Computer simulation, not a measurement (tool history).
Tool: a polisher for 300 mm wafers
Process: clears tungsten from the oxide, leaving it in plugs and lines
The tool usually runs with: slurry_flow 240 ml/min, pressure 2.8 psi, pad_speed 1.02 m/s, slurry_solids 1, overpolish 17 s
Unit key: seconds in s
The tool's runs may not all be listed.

| run | day | slurry_flow | pressure | pad_speed | slurry_solids | overpolish | incoming thickness of the incoming film, nm | seconds |
|---|---|---|---|---|---|---|---|---|
| 1 | 0 | 240 | 2.8 | 1.02 | 0.85 | 17 | 433.7 | 153.6 |
|  | 0.792 | slurry tank refilled with fresh slurry and peroxide |
|  | 0.946 | slurry blender recalibrated |
| 2 | 1.412 | 240 | 2.8 | 1.02 | 1 | 17 | 424.6 | 140.7 |
| 3 | 2.725 | 240 | 3.2 | 1.02 | 1 | 17 | 432 | 133 |
| 4 | 3.746 | 240 | 3.2 | 1.02 | 1 | 17 | 431.2 | 134.4 |
| 5 | 4.525 | 240 | 2.8 | 1.02 | 1 | 17 | 423.8 | 144.4 |
| 6 | 5.592 | 240 | 2.8 | 1.2 | 1 | 17 | 429.4 | 131.9 |
| 7 | 6.6 | 280 | 3.3 | 1.02 | 1 | 17 | 434.3 | 126.5 |
| 8 | 7.208 | 170 | 2.8 | 1.14 | 1 | 20 | 429.4 | 140.8 |
| 9 | 7.85 | 240 | 2.8 | 1.02 | 1 | 17 | 428 | 157.4 |
| 10 | 9.229 | 240 | 2.8 | 1.02 | 1 | 24 | 433.8 | 162.9 |
| 11 | 10.308 | 240 | 2.8 | 1.02 | 0.8 | 17 | 425.7 | 170.9 |
|  | 10.533 | slurry tank refilled with fresh slurry and peroxide |
|  | 12.112 | slurry blender recalibrated |
|  | 12.188 | worn pad replaced by a new one |
| 12 | 13.838 | 240 | 3.1 | 1.02 | 1 | 17 | 426.3 | 137.2 |
|  | 14.875 | slurry nozzle cleaned |
| 13 | 15.017 | 240 | 2.8 | 1.02 | 0.8 | 13 | 431.2 | 161.4 |
| 14 | 15.55 | 240 | 3.7 | 1.02 | 1 | 17 | 428.6 | 115 |
| 15 | 16.896 | 240 | 3.3 | 1.02 | 1 | 17 | 423.9 | 132.1 |
| 16 | 18.308 | 240 | 3.7 | 1.02 | 1 | 17 | 428.3 | 118.4 |
| 17 | 19.462 | 240 | 2.8 | 1.02 | 1 | 17 | 425.8 | 158.5 |
| 18 | 20.55 | 240 | 2.8 | 1.12 | 1 | 17 | 431.1 | 140.6 |
|  | 21.362 | head pressure recalibrated |
|  | 22.725 | slurry tank refilled with fresh slurry and peroxide |
|  | 22.929 | worn pad replaced by a new one |
|  | 23.371 | slurry blender recalibrated |
| 19 | 23.933 | 195 | 3.7 | 1.3 | 0.85 | 17 | 434.9 | 95.8 |
| 20 | 24.533 | 240 | 2.8 | 1.02 | 1 | 17 | 427.9 | 144.9 |
| 21 | 27.738 | 170 | 2.8 | 1.02 | 1.1 | 17 | 434.3 | 145.1 |
| 22 | 28.971 | 240 | 2.8 | 1.02 | 1 | 17 | 430.3 | 155 |
| 23 | 30.35 | 240 | 2.8 | 1.02 | 1 | 25 | 427 | 154.8 |
| 24 | 31.258 | 240 | 3.1 | 1.02 | 1.1 | 17 | 433.2 | 137.4 |
| 25 | 32.692 | 160 | 1.9 | 0.8 | 1 | 17 | 433.3 | 308.6 |
|  | 33.196 | slurry blender recalibrated |
|  | 33.488 | worn pad replaced by a new one |
| 26 | 33.508 | 240 | 3.1 | 1.02 | 1.2 | 26 | 429.6 | 121.4 |
|  | 33.812 | slurry tank refilled with fresh slurry and peroxide |
| 27 | 34.712 | 305 | 2.8 | 0.9 | 1 | 11 | 431.7 | 159.6 |

Some steps in seconds between neighbouring runs. How much of each would the tool show without its hidden state too (settings, what came in, random variation), and how much is left for the hidden state, with any gauge scatter that isn't in both results?
Hidden state present: removal rate lost through wear of the pad, %; slurry flow missing at the pad, %; deviation of the head's pressure from its setpoint, %; abrasive missing from the slurry, %; peroxide lost from the slurry, %.
Run 24 -> 25: slurry_flow 240 -> 160, pressure 3.1 -> 1.9, pad_speed 1.02 -> 0.8, slurry_solids 1.1 -> 1. seconds +171.2 s: hidden state +16.5, all else +154.7.
Run 25 -> 26: slurry_flow 160 -> 240, pressure 1.9 -> 3.1, pad_speed 0.8 -> 1.02, slurry_solids 1 -> 1.2, overpolish 17 -> 26, slurry blender recalibrated, worn pad replaced by a new one. seconds -187.2 s: hidden state -25.9, all else -161.3.
